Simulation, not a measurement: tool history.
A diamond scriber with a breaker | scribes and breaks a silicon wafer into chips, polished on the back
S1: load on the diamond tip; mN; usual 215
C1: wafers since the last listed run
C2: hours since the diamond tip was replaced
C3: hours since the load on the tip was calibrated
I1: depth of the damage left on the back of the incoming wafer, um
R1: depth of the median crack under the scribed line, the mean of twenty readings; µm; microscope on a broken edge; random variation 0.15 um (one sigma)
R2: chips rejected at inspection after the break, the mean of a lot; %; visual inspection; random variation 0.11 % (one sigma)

run,hour,S1,C1,C2,C3,I1,R1,R2
1,0.0,215,0,393.8,448.8,0.05,13.62,2.23
2,48.2,215,278,442.0,497.0,0.03,13.66,2.52
3,133.2,215,491,527.0,582.0,0.02,13.50,2.69
# hour 214.3: diamond tip replaced by a new one
4,228.3,215,538,14.0,677.1,0.04,14.38,1.95
5,318.7,215,522,104.4,767.5,0.01,14.38,2.03
6,412.5,179,542,198.2,861.3,0.05,12.85,4.28
7,495.7,179,481,281.4,944.5,0.02,12.83,4.48
8,559.1,179,366,344.8,1007.9,0.05,12.79,5.26
# hour 709.4: load on the tip recalibrated
# hour 766.6: diamond tip replaced by a new one
9,787.3,215,1296,20.7,77.9,0.03,14.57,1.61
10,871.3,215,485,104.7,161.9,0.02,14.58,2.02
11,975.4,161,602,208.8,266.0,0.01,12.30,6.29
12,1027.6,215,301,261.0,318.2,0.02,14.04,1.93
13,1116.5,252,514,349.9,407.1,0.05,15.33,2.05
14,1197.8,241,470,431.2,488.4,0.03,14.66,1.87
15,1253.7,273,323,487.1,544.3,0.02,15.92,2.68
# hour 1283.3: diamond tip replaced by a new one
16,1353.1,158,563,69.8,643.7,0.02,12.07,7.37
17,1447.4,243,545,164.1,738.0,0.02,14.94,2.06
18,1532.9,215,494,249.6,823.5,0.04,14.17,1.98
19,1592.6,192,345,309.3,883.2,0.02,13.32,3.58

Forecast each of these 5 alternatives for the next run:
A,1593.1,278,2,309.8,883.7,0.03,?,?
B,1593.1,155,2,309.8,883.7,0.03,?,?
C,1593.1,175,2,309.8,883.7,0.03,?,?
D,1593.1,239,2,309.8,883.7,0.03,?,?
E,1593.1,151,2,309.8,883.7,0.03,?,?

run,R1,R2
A,16.01,2.96
B,11.75,8.38
C,12.49,5.28
D,14.73,1.81
E,11.60,9.14
Without the tool's hidden state the same runs would have given:
run,R1,R2
A,16.83,4.57
B,12.36,5.77
C,13.14,3.44
D,15.49,2.27
E,12.20,6.38

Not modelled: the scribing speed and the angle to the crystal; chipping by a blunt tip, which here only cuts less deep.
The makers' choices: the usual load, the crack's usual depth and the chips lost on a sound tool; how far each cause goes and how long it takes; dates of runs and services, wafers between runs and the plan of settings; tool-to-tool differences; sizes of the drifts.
